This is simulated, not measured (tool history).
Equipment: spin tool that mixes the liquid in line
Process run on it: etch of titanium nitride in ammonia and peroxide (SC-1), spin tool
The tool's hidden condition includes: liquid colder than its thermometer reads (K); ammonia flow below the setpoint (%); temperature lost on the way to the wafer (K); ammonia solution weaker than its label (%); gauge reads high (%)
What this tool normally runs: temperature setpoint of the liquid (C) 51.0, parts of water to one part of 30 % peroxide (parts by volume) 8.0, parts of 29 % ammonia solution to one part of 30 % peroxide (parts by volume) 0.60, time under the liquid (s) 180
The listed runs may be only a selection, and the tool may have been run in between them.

run   hour  temperature setpoint of the liquid (C)  parts of water to one part of 30 % peroxide (parts by volume)  parts of 29 % ammonia solution to one part of 30 % peroxide (parts by volume)  time under the liquid (s)  wafers since the last listed run  hours since the thermometer was replaced  hours since the ammonia flow meter was replaced  hours since the heated supply line was repaired  hours since the drum of ammonia solution was connected  hours since the gauge calibration  read-back film thickness of the titanium nitride reference wafer, read on the same gauge (nm)  thickness taken off the titanium nitride on a monitor wafer (angstrom)
  1    0.0                                    59.0                                                            7.0                                                                           0.60                        180                                 0                                    2940.9                                            576.3                                           3768.3                                                   649.3                              184.0                                                                                         130.01                                                                   320.2
  2   17.8                                    59.0                                                            7.0                                                                           0.60                        180                               114                                    2958.7                                            594.1                                           3786.1                                                   667.1                              201.8                                                                                         130.02                                                                   312.5
  3   35.1                                    51.0                                                            7.0                                                                           0.60                        180                               111                                    2976.0                                            611.4                                           3803.4                                                   684.4                              219.1                                                                                         129.96                                                                   186.9
  4   46.4                                    51.0                                                            7.0                                                                           0.60                        180                                72                                    2987.3                                            622.7                                           3814.7                                                   695.7                              230.4                                                                                         129.98                                                                   184.3
  5   52.8                                    51.0                                                            8.0                                                                           0.60                        180                                41                                    2993.7                                            629.1                                           3821.1                                                   702.1                              236.8                                                                                         129.99                                                                   173.3
      57.4  -- gauge calibrated
      63.0  -- new drum of ammonia solution connected
  6   70.8                                    51.0                                                            8.0                                                                           0.60                        180                               109                                    3011.7                                            647.1                                           3839.1                                                     7.8                               13.4                                                                                         130.01                                                                   174.1
      77.6  -- thermometer replaced
  7   80.6                                    51.0                                                            8.0                                                                           0.60                        180                                56                                       3.0                                            656.9                                           3848.9                                                    17.6                               23.2                                                                                         129.99                                                                   173.1
  8   88.1                                    49.0                                                            8.0                                                                           0.60                        180                                48                                      10.5                                            664.4                                           3856.4                                                    25.1                               30.7                                                                                         130.05                                                                   149.1
      96.6  -- heated supply line repaired
  9  104.5                                    51.0                                                            8.0                                                                           0.60                        180                                99                                      26.9                                            680.8                                              7.9                                                    41.5                               47.1                                                                                         130.00                                                                   175.1
 10  111.4                                    51.0                                                            8.0                                                                           0.35                        180                                44                                      33.8                                            687.7                                             14.8                                                    48.4                               54.0                                                                                         130.02                                                                   154.3
 11  121.4                                    51.0                                                            8.0                                                                           0.85                        180                                64                                      43.8                                            697.7                                             24.8                                                    58.4                               64.0                                                                                         129.98                                                                   184.7
     122.7  -- ammonia flow meter replaced
 12  127.8                                    51.0                                                            8.0                                                                           0.60                        180                                34                                      50.2                                              5.1                                             31.2                                                    64.8                               70.4                                                                                         130.01                                                                   174.0
 13  138.6                                    51.0                                                            5.5                                                                           0.85                        110                                69                                      61.0                                             15.9                                             42.0                                                    75.6                               81.2                                                                                         130.05                                                                   134.6
 14  145.9                                    49.0                                                            8.0                                                                           0.60                        180                                47                                      68.3                                             23.2                                             49.3                                                    82.9                               88.5                                                                                         129.95                                                                   150.1
 15  156.0                                    51.0                                                            8.0                                                                           0.60                        180                                65                                      78.4                                             33.3                                             59.4                                                    93.0                               98.6                                                                                         130.03                                                                   174.2
 16  164.0                                    46.5                                                           12.0                                                                           0.35                        130                                51                                      86.4                                             41.3                                             67.4                                                   101.0                              106.6                                                                                         130.00                                                                    66.8
 17  171.6                                    51.0                                                           10.5                                                                           0.50                        100                                49                                      94.0                                             48.9                                             75.0                                                   108.6                              114.2                                                                                         129.95                                                                    82.0
 18  184.9                                    51.0                                                            8.0                                                                           0.60                        290                                85                                     107.3                                             62.2                                             88.3                                                   121.9                              127.5                                                                                         130.00                                                                   278.7

Consider 4 possible next runs. They are alternatives, not a sequence: every one starts from the tool as it was left by run 18. What does each give?
  A  185.4                                    51.0                                                            6.0                                                                           0.60                        180                                 3                                     107.8                                             62.7                                             88.8                                                   122.4                              128.0                                                                                              ?                                                                       ?
  B  185.4                                    42.0                                                            8.0                                                                           0.60                        265                                 3                                     107.8                                             62.7                                             88.8                                                   122.4                              128.0                                                                                              ?                                                                       ?
  C  185.4                                    46.5                                                           10.0                                                                           0.60                         75                                 3                                     107.8                                             62.7                                             88.8                                                   122.4                              128.0                                                                                              ?                                                                       ?
  D  185.4                                    55.0                                                            8.0                                                                           0.85                        180                                 3                                     107.8                                             62.7                                             88.8                                                   122.4                              128.0                                                                                              ?                                                                       ?

run  read-back film thickness of the titanium nitride reference wafer, read on the same gauge (nm)  thickness taken off the titanium nitride on a monitor wafer (angstrom)
  A                                                                                         130.00                                                                   200.4
  B                                                                                         130.00                                                                   135.1
  C                                                                                         130.00                                                                    47.2
  D                                                                                         130.00                                                                   241.8
Had the tool no hidden state, the same runs would have come out as:
run  thickness taken off the titanium nitride on a monitor wafer (angstrom)
  A                                                                   200.4
  B                                                                   135.1
  C                                                                    47.2
  D                                                                   241.8

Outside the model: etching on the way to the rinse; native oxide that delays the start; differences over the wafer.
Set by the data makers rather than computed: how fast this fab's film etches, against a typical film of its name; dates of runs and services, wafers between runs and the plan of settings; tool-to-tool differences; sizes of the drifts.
